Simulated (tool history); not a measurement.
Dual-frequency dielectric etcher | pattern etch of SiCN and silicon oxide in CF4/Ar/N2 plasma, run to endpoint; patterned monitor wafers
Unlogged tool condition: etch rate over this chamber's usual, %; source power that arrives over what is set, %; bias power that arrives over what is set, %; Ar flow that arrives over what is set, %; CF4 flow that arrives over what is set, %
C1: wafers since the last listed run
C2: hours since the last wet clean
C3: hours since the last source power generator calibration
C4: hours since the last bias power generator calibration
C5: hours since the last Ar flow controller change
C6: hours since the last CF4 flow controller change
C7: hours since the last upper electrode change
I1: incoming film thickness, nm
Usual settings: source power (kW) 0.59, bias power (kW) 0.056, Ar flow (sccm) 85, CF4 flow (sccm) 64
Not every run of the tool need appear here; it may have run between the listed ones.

run 1 hour=0 | source_power_(kW)=0.59 bias_power_(kW)=0.056 Ar_flow_(sccm)=85 CF4_flow_(sccm)=64 | C1=0 C2=369.3 C3=3144.3 C4=4342.1 C5=2824 C6=1735.7 C7=2800.1 | I1=10.85 | endpoint_time_(s)=9.8
run 2 hour=114 | source_power_(kW)=0.59 bias_power_(kW)=0.056 Ar_flow_(sccm)=85 CF4_flow_(sccm)=64 | C1=2272 C2=483.3 C3=3258.3 C4=4456.1 C5=2938 C6=1849.7 C7=2914.1 | I1=10.9 | endpoint_time_(s)=10
-- hour=183.2 wet clean of the chamber
run 3 hour=183.7 | source_power_(kW)=0.59 bias_power_(kW)=0.056 Ar_flow_(sccm)=85 CF4_flow_(sccm)=64 | C1=910 C2=0.5 C3=3328 C4=4525.8 C5=3007.7 C6=1919.4 C7=2983.8 | I1=10.86 | endpoint_time_(s)=10.1
run 4 hour=243.4 | source_power_(kW)=0.59 bias_power_(kW)=0.056 Ar_flow_(sccm)=85 CF4_flow_(sccm)=64 | C1=1190 C2=60.2 C3=3387.7 C4=4585.5 C5=3067.4 C6=1979.1 C7=3043.5 | I1=10.87 | endpoint_time_(s)=10.3
run 5 hour=324.7 | source_power_(kW)=0.59 bias_power_(kW)=0.056 Ar_flow_(sccm)=85 CF4_flow_(sccm)=64 | C1=1620 C2=141.5 C3=3469 C4=4666.8 C5=3148.7 C6=2060.4 C7=3124.8 | I1=10.92 | endpoint_time_(s)=10.3
run 6 hour=371.6 | source_power_(kW)=0.59 bias_power_(kW)=0.056 Ar_flow_(sccm)=85 CF4_flow_(sccm)=64 | C1=934 C2=188.4 C3=3515.9 C4=4713.7 C5=3195.6 C6=2107.3 C7=3171.7 | I1=10.96 | endpoint_time_(s)=10.4
run 7 hour=462.9 | source_power_(kW)=0.59 bias_power_(kW)=0.045 Ar_flow_(sccm)=85 CF4_flow_(sccm)=55 | C1=1819 C2=279.7 C3=3607.2 C4=4805 C5=3286.9 C6=2198.6 C7=3263 | I1=10.95 | endpoint_time_(s)=11.5
run 8 hour=511.3 | source_power_(kW)=0.59 bias_power_(kW)=0.056 Ar_flow_(sccm)=85 CF4_flow_(sccm)=64 | C1=964 C2=328.1 C3=3655.6 C4=4853.4 C5=3335.3 C6=2247 C7=3311.4 | I1=10.89 | endpoint_time_(s)=10.4
run 9 hour=579.4 | source_power_(kW)=0.59 bias_power_(kW)=0.056 Ar_flow_(sccm)=85 CF4_flow_(sccm)=64 | C1=1357 C2=396.2 C3=3723.7 C4=4921.5 C5=3403.4 C6=2315.1 C7=3379.5 | I1=10.91 | endpoint_time_(s)=10.5
-- hour=639.7 wet clean of the chamber, repeated, since the last time left the tool worse
run 10 hour=651.2 | source_power_(kW)=0.59 bias_power_(kW)=0.056 Ar_flow_(sccm)=85 CF4_flow_(sccm)=64 | C1=952 C2=11.5 C3=3795.5 C4=4993.3 C5=3475.2 C6=2386.9 C7=3451.3 | I1=10.95 | endpoint_time_(s)=9.8
run 11 hour=751.1 | source_power_(kW)=0.7 bias_power_(kW)=0.061 Ar_flow_(sccm)=91 CF4_flow_(sccm)=56 | C1=1991 C2=111.4 C3=3895.4 C4=5093.2 C5=3575.1 C6=2486.8 C7=3551.2 | I1=10.88 | endpoint_time_(s)=8.3
run 12 hour=806.7 | source_power_(kW)=0.59 bias_power_(kW)=0.045 Ar_flow_(sccm)=85 CF4_flow_(sccm)=64 | C1=1108 C2=167 C3=3951 C4=5148.8 C5=3630.7 C6=2542.4 C7=3606.8 | I1=10.91 | endpoint_time_(s)=10.6
-- hour=857.7 source power generator calibrated
run 13 hour=878.2 | source_power_(kW)=0.59 bias_power_(kW)=0.069 Ar_flow_(sccm)=85 CF4_flow_(sccm)=64 | C1=1345 C2=238.5 C3=20.5 C4=5220.3 C5=3702.2 C6=2613.9 C7=3678.3 | I1=10.82 | endpoint_time_(s)=9.2
-- hour=902.8 CF4 flow controller replaced
-- hour=903.2 bias power generator calibrated
-- hour=930.6 Ar flow controller replaced
run 14 hour=941.9 | source_power_(kW)=0.65 bias_power_(kW)=0.056 Ar_flow_(sccm)=85 CF4_flow_(sccm)=68 | C1=1021 C2=302.2 C3=84.2 C4=38.7 C5=11.3 C6=39.1 C7=3742 | I1=10.89 | endpoint_time_(s)=8.8
run 15 hour=987.5 | source_power_(kW)=0.64 bias_power_(kW)=0.067 Ar_flow_(sccm)=85 CF4_flow_(sccm)=73 | C1=908 C2=347.8 C3=129.8 C4=84.3 C5=56.9 C6=84.7 C7=3787.6 | I1=11.01 | endpoint_time_(s)=8.5
-- hour=1014.3 upper electrode replaced
run 16 hour=1027 | source_power_(kW)=0.59 bias_power_(kW)=0.051 Ar_flow_(sccm)=85 CF4_flow_(sccm)=71 | C1=308 C2=387.3 C3=169.3 C4=123.8 C5=96.4 C6=124.2 C7=12.7 | I1=10.87 | endpoint_time_(s)=10
run 17 hour=1120.1 | source_power_(kW)=0.49 bias_power_(kW)=0.043 Ar_flow_(sccm)=85 CF4_flow_(sccm)=76 | C1=1855 C2=480.4 C3=262.4 C4=216.9 C5=189.5 C6=217.3 C7=105.8 | I1=10.86 | endpoint_time_(s)=13.2
run 18 hour=1166.8 | source_power_(kW)=0.59 bias_power_(kW)=0.056 Ar_flow_(sccm)=85 CF4_flow_(sccm)=64 | C1=930 C2=527.1 C3=309.1 C4=263.6 C5=236.2 C6=264 C7=152.5 | I1=10.92 | endpoint_time_(s)=10.1
-- hour=1214.4 wet clean of the chamber
run 19 hour=1252.8 | source_power_(kW)=0.59 bias_power_(kW)=0.056 Ar_flow_(sccm)=85 CF4_flow_(sccm)=64 | C1=1235 C2=38.4 C3=395.1 C4=349.6 C5=322.2 C6=350 C7=238.5 | I1=10.93 | endpoint_time_(s)=9.9
run 20 hour=1317.1 | source_power_(kW)=0.63 bias_power_(kW)=0.065 Ar_flow_(sccm)=74 CF4_flow_(sccm)=75 | C1=1281 C2=102.7 C3=459.4 C4=413.9 C5=386.5 C6=414.3 C7=302.8 | I1=10.9 | endpoint_time_(s)=8.2
run 21 hour=1421.3 | source_power_(kW)=0.59 bias_power_(kW)=0.056 Ar_flow_(sccm)=85 CF4_flow_(sccm)=64 | C1=2077 C2=206.9 C3=563.6 C4=518.1 C5=490.7 C6=518.5 C7=407 | I1=10.68 | endpoint_time_(s)=9.8
run 22 hour=1497.4 | source_power_(kW)=0.59 bias_power_(kW)=0.056 Ar_flow_(sccm)=100 CF4_flow_(sccm)=64 | C1=1516 C2=283 C3=639.7 C4=594.2 C5=566.8 C6=594.6 C7=483.1 | I1=10.89 | endpoint_time_(s)=10.4
-- hour=1647.8 wet clean of the chamber
run 23 hour=1721.9 | source_power_(kW)=0.59 bias_power_(kW)=0.052 Ar_flow_(sccm)=97 CF4_flow_(sccm)=53 | C1=3996 C2=74.1 C3=864.2 C4=818.7 C5=791.3 C6=819.1 C7=707.6 | I1=10.96 | endpoint_time_(s)=11

Here are 5 independent what-if runs from the current tool condition. What would each one return?
run A hour=1722.3 | source_power_(kW)=0.59 bias_power_(kW)=0.056 Ar_flow_(sccm)=85 CF4_flow_(sccm)=64 | C1=7 C2=74.5 C3=864.6 C4=819.1 C5=791.7 C6=819.5 C7=708 | I1=10.86 | endpoint_time_(s)=?
run B hour=1722.3 | source_power_(kW)=0.69 bias_power_(kW)=0.049 Ar_flow_(sccm)=67 CF4_flow_(sccm)=71 | C1=7 C2=74.5 C3=864.6 C4=819.1 C5=791.7 C6=819.5 C7=708 | I1=10.86 | endpoint_time_(s)=?
run C hour=1722.3 | source_power_(kW)=0.59 bias_power_(kW)=0.056 Ar_flow_(sccm)=91 CF4_flow_(sccm)=57 | C1=7 C2=74.5 C3=864.6 C4=819.1 C5=791.7 C6=819.5 C7=708 | I1=10.86 | endpoint_time_(s)=?
run D hour=1722.3 | source_power_(kW)=0.59 bias_power_(kW)=0.066 Ar_flow_(sccm)=98 CF4_flow_(sccm)=64 | C1=7 C2=74.5 C3=864.6 C4=819.1 C5=791.7 C6=819.5 C7=708 | I1=10.86 | endpoint_time_(s)=?
run E hour=1722.3 | source_power_(kW)=0.59 bias_power_(kW)=0.044 Ar_flow_(sccm)=85 CF4_flow_(sccm)=59 | C1=7 C2=74.5 C3=864.6 C4=819.1 C5=791.7 C6=819.5 C7=708 | I1=10.86 | endpoint_time_(s)=?

run=A endpoint_time_(s)=9.8
run=B endpoint_time_(s)=7.8
run=C endpoint_time_(s)=10.1
run=D endpoint_time_(s)=9.6
run=E endpoint_time_(s)=10.6
What these runs would have given with no unlogged condition in the tool:
run=A endpoint_time_(s)=9.7
run=B endpoint_time_(s)=7.8
run=C endpoint_time_(s)=10.1
run=D endpoint_time_(s)=9.6
run=E endpoint_time_(s)=10.5
